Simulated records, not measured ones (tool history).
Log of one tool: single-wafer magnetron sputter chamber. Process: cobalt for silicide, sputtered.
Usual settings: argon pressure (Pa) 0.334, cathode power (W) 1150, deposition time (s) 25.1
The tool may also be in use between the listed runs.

run	hour	argon pressure (Pa)	cathode power (W)	deposition time (s)	wafers since the last listed run	wafers on the sputter target	hours since the last manometer calibration	hours since the magnet pack was replaced	hours since the gauge calibration	read-back reference wafer on the same gauge, thickness_nm	mean film thickness on the monitor wafer (nm)
1	0	0.334	1150	25.1	0	2673	1460.4	12473.7	204	15.496	16.209
2	7.8	0.334	1150	25.1	246	2919	1468.2	12481.5	211.8	15.5	16.16
3	14.4	0.247	1150	25.1	208	3128	1474.8	12488.1	218.4	15.489	16.573
4	27.9	0.334	1150	27.5	426	3555	1488.3	12501.6	231.9	15.487	17.602
# hour 31.6: gauge calibrated
5	34.1	0.334	900	25.1	195	3751	1494.5	12507.8	2.5	15.505	12.626
6	40.5	0.334	1150	25.1	202	3953	1500.9	12514.2	8.9	15.489	15.961
7	54.9	0.334	1150	25.1	455	4408	1515.3	12528.6	23.3	15.487	16.089
8	67.3	0.334	1150	25.1	391	4800	1527.7	12541	35.7	15.513	16.057
9	77.3	0.334	1350	25.1	316	5116	1537.7	12551	45.7	15.499	18.686
10	91.2	0.334	1350	25.1	439	5555	1551.6	12564.9	59.6	15.502	18.802
11	107.8	0.334	1350	25.1	524	6080	1568.2	12581.5	76.2	15.515	18.846
12	118.7	0.334	1150	23.5	344	6424	1579.1	12592.4	87.1	15.499	14.97
# hour 134.6: sputter target and shields replaced
13	170.6	0.334	1150	23.5	1387	1136	1631	12644.3	139	15.515	15.287
14	176.8	0.334	1150	23.5	195	1332	1637.2	12650.5	145.2	15.515	15.254
15	192.7	0.272	1150	25.1	502	1834	1653.1	12666.4	161.1	15.517	16.526
16	206.4	0.334	1150	25.1	432	2267	1666.8	12680.1	174.8	15.489	16.178
17	214.4	0.334	1150	25.1	252	2520	1674.8	12688.1	182.8	15.495	16.192
18	225.6	0.4	1400	20.5	353	2874	1686	12699.3	194	15.514	15.727
19	238.3	0.461	1000	25.1	401	3275	1698.7	12712	206.7	15.517	13.378
# hour 247.6: capacitance manometer re-zeroed and calibrated
20	248.1	0.463	1150	25.1	56	3332	0.5	12721.8	216.5	15.5	15.362
21	263.6	0.454	1000	29.7	489	3822	16	12737.3	232	15.501	15.987
# hour 312.7: gauge calibrated
22	316.4	0.334	1150	25.1	1668	5491	68.8	12790.1	3.7	15.52	16.003
# hour 332.6: sputter target and shields replaced
23	333.1	0.467	1300	28.5	274	15	85.5	12806.8	20.4	15.517	20.21
24	340.3	0.334	950	25.1	227	242	92.7	12814	27.6	15.506	13.491
25	347.6	0.334	1400	29.4	230	473	100	12821.3	34.9	15.492	23.383
# hour 360.6: magnet pack replaced
26	362.3	0.334	1150	25.1	211	685	114.7	1.7	49.6	15.496	16.327
27	375.4	0.433	1150	23.4	414	1099	127.8	14.8	62.7	15.515	14.636
28	386.1	0.393	1000	28.4	338	1437	138.5	25.5	73.4	15.514	15.642
29	400.8	0.467	1300	28.5	464	1902	153.2	40.2	88.1	15.508	19.849
30	417.2	0.258	1150	21.7	518	2420	169.6	56.6	104.5	15.488	14.382
31	432.9	0.467	1300	28.5	496	2916	185.3	72.3	120.2	15.497	19.794
32	443.6	0.334	1400	28.7	338	3254	196	83	130.9	15.509	22.348
33	452.3	0.334	1150	25.1	274	3529	204.7	91.7	139.6	15.5	16.138
34	467.9	0.334	1150	25.1	493	4022	220.3	107.3	155.2	15.514	16.096

5 ways to go on from here, each from the tool as it stands after run 34. What would each give?
A	468.3	0.334	1150	25.1	12	4035	220.7	107.7	155.6	?	?
B	468.3	0.404	1150	28.2	12	4035	220.7	107.7	155.6	?	?
C	468.3	0.334	1150	22	12	4035	220.7	107.7	155.6	?	?
D	468.3	0.215	1350	25.1	12	4035	220.7	107.7	155.6	?	?
E	468.3	0.435	1000	21.6	12	4035	220.7	107.7	155.6	?	?

run	read-back reference wafer on the same gauge, thickness_nm	mean film thickness on the monitor wafer (nm)
A	15.498	16.141
B	15.498	17.716
C	15.498	14.147
D	15.498	19.723
E	15.498	11.679
Without the tool's hidden state the same runs would have given:
run	mean film thickness on the monitor wafer (nm)
A	16.559
B	18.175
C	14.514
D	20.235
E	11.982

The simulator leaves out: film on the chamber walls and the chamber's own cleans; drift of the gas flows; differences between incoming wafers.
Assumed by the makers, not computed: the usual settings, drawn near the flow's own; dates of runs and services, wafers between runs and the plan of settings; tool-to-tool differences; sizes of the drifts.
